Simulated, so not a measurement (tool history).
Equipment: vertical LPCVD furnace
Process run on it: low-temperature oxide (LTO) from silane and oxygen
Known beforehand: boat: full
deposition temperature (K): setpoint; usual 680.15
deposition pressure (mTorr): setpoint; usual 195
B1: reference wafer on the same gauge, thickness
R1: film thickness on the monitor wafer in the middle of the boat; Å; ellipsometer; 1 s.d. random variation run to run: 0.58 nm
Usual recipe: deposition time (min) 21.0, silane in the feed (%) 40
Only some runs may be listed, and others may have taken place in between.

run 1 hour=0.0 | deposition_temperature_(K)=680.15 deposition_pressure_(mTorr)=170 deposition_time_(min)=21.0 silane_in_the_feed_(%)=40 | B1=190.05 | R1=1622.2
run 2 hour=83.2 | deposition_temperature_(K)=680.15 deposition_pressure_(mTorr)=170 deposition_time_(min)=21.0 silane_in_the_feed_(%)=40 | B1=190.17 | R1=1627.9
run 3 hour=280.0 | deposition_temperature_(K)=680.15 deposition_pressure_(mTorr)=195 deposition_time_(min)=26.5 silane_in_the_feed_(%)=40 | B1=189.95 | R1=2341.3
run 4 hour=357.5 | deposition_temperature_(K)=680.15 deposition_pressure_(mTorr)=195 deposition_time_(min)=26.5 silane_in_the_feed_(%)=40 | B1=190.06 | R1=2351.3
run 5 hour=402.8 | deposition_temperature_(K)=680.15 deposition_pressure_(mTorr)=195 deposition_time_(min)=26.5 silane_in_the_feed_(%)=40 | B1=189.95 | R1=2366.1
run 6 hour=508.9 | deposition_temperature_(K)=680.15 deposition_pressure_(mTorr)=195 deposition_time_(min)=21.0 silane_in_the_feed_(%)=40 | B1=189.91 | R1=1871.4
-- hour=580.9 thermocouples replaced and temperature profile calibrated
run 7 hour=759.2 | deposition_temperature_(K)=680.15 deposition_pressure_(mTorr)=195 deposition_time_(min)=21.0 silane_in_the_feed_(%)=40 | B1=190.26 | R1=1898.2
run 8 hour=847.4 | deposition_temperature_(K)=680.15 deposition_pressure_(mTorr)=195 deposition_time_(min)=21.0 silane_in_the_feed_(%)=40 | B1=189.94 | R1=1903.0
-- hour=854.4 gauge calibrated
run 9 hour=888.7 | deposition_temperature_(K)=680.15 deposition_pressure_(mTorr)=195 deposition_time_(min)=21.0 silane_in_the_feed_(%)=40 | B1=189.81 | R1=1893.6
run 10 hour=927.1 | deposition_temperature_(K)=680.15 deposition_pressure_(mTorr)=195 deposition_time_(min)=21.0 silane_in_the_feed_(%)=46 | B1=190.08 | R1=2205.9
run 11 hour=1026.4 | deposition_temperature_(K)=692.15 deposition_pressure_(mTorr)=195 deposition_time_(min)=21.0 silane_in_the_feed_(%)=40 | B1=190.25 | R1=2160.1
run 12 hour=1112.8 | deposition_temperature_(K)=680.15 deposition_pressure_(mTorr)=195 deposition_time_(min)=13.5 silane_in_the_feed_(%)=37 | B1=189.96 | R1=1113.9
run 13 hour=1197.9 | deposition_temperature_(K)=680.15 deposition_pressure_(mTorr)=195 deposition_time_(min)=21.0 silane_in_the_feed_(%)=40 | B1=189.73 | R1=1892.1
-- hour=1231.7 thermocouples replaced and temperature profile calibrated, repeated, since the last time left the tool worse
-- hour=1281.0 pressure gauge zeroed
run 14 hour=1281.5 | deposition_temperature_(K)=686.15 deposition_pressure_(mTorr)=170 deposition_time_(min)=29.0 silane_in_the_feed_(%)=40 | B1=190.14 | R1=2338.2
run 15 hour=1367.0 | deposition_temperature_(K)=680.15 deposition_pressure_(mTorr)=195 deposition_time_(min)=24.5 silane_in_the_feed_(%)=33 | B1=190.03 | R1=1679.5
run 16 hour=1418.2 | deposition_temperature_(K)=672.15 deposition_pressure_(mTorr)=195 deposition_time_(min)=21.0 silane_in_the_feed_(%)=36 | B1=189.92 | R1=1479.7
run 17 hour=1477.2 | deposition_temperature_(K)=685.15 deposition_pressure_(mTorr)=210 deposition_time_(min)=12.5 silane_in_the_feed_(%)=46 | B1=189.79 | R1=1434.2
run 18 hour=1545.3 | deposition_temperature_(K)=680.15 deposition_pressure_(mTorr)=155 deposition_time_(min)=17.0 silane_in_the_feed_(%)=40 | B1=190.17 | R1=1183.4
run 19 hour=1588.2 | deposition_temperature_(K)=680.15 deposition_pressure_(mTorr)=195 deposition_time_(min)=21.0 silane_in_the_feed_(%)=40 | B1=190.01 | R1=1840.7
-- hour=1716.7 silane flow controller replaced
run 20 hour=1717.2 | deposition_temperature_(K)=680.15 deposition_pressure_(mTorr)=195 deposition_time_(min)=29.0 silane_in_the_feed_(%)=35 | B1=189.88 | R1=2133.1
run 21 hour=1774.2 | deposition_temperature_(K)=680.15 deposition_pressure_(mTorr)=195 deposition_time_(min)=21.0 silane_in_the_feed_(%)=40 | B1=190.05 | R1=1833.4
run 22 hour=1841.0 | deposition_temperature_(K)=670.15 deposition_pressure_(mTorr)=195 deposition_time_(min)=21.0 silane_in_the_feed_(%)=33 | B1=189.99 | R1=1280.1
run 23 hour=1936.7 | deposition_temperature_(K)=680.15 deposition_pressure_(mTorr)=195 deposition_time_(min)=21.0 silane_in_the_feed_(%)=40 | B1=190.07 | R1=1834.6
run 24 hour=2041.4 | deposition_temperature_(K)=692.15 deposition_pressure_(mTorr)=180 deposition_time_(min)=14.0 silane_in_the_feed_(%)=43 | B1=189.89 | R1=1390.3
run 25 hour=2087.5 | deposition_temperature_(K)=680.15 deposition_pressure_(mTorr)=240 deposition_time_(min)=21.0 silane_in_the_feed_(%)=40 | B1=190.15 | R1=2253.2
run 26 hour=2130.9 | deposition_temperature_(K)=690.15 deposition_pressure_(mTorr)=155 deposition_time_(min)=15.0 silane_in_the_feed_(%)=40 | B1=190.03 | R1=1168.7

Run 27 is up next; what results do you expect?
run 27 hour=2206.2 | deposition_temperature_(K)=685.15 deposition_pressure_(mTorr)=230 deposition_time_(min)=25.5 silane_in_the_feed_(%)=34 | B1=? | R1=?

{"run 27": {"B1": 189.95, "R1": 2264.2}}
Take away the tool's hidden state, keep the run-to-run variation as it was, and the same run would have given R1 2259.8 Å.
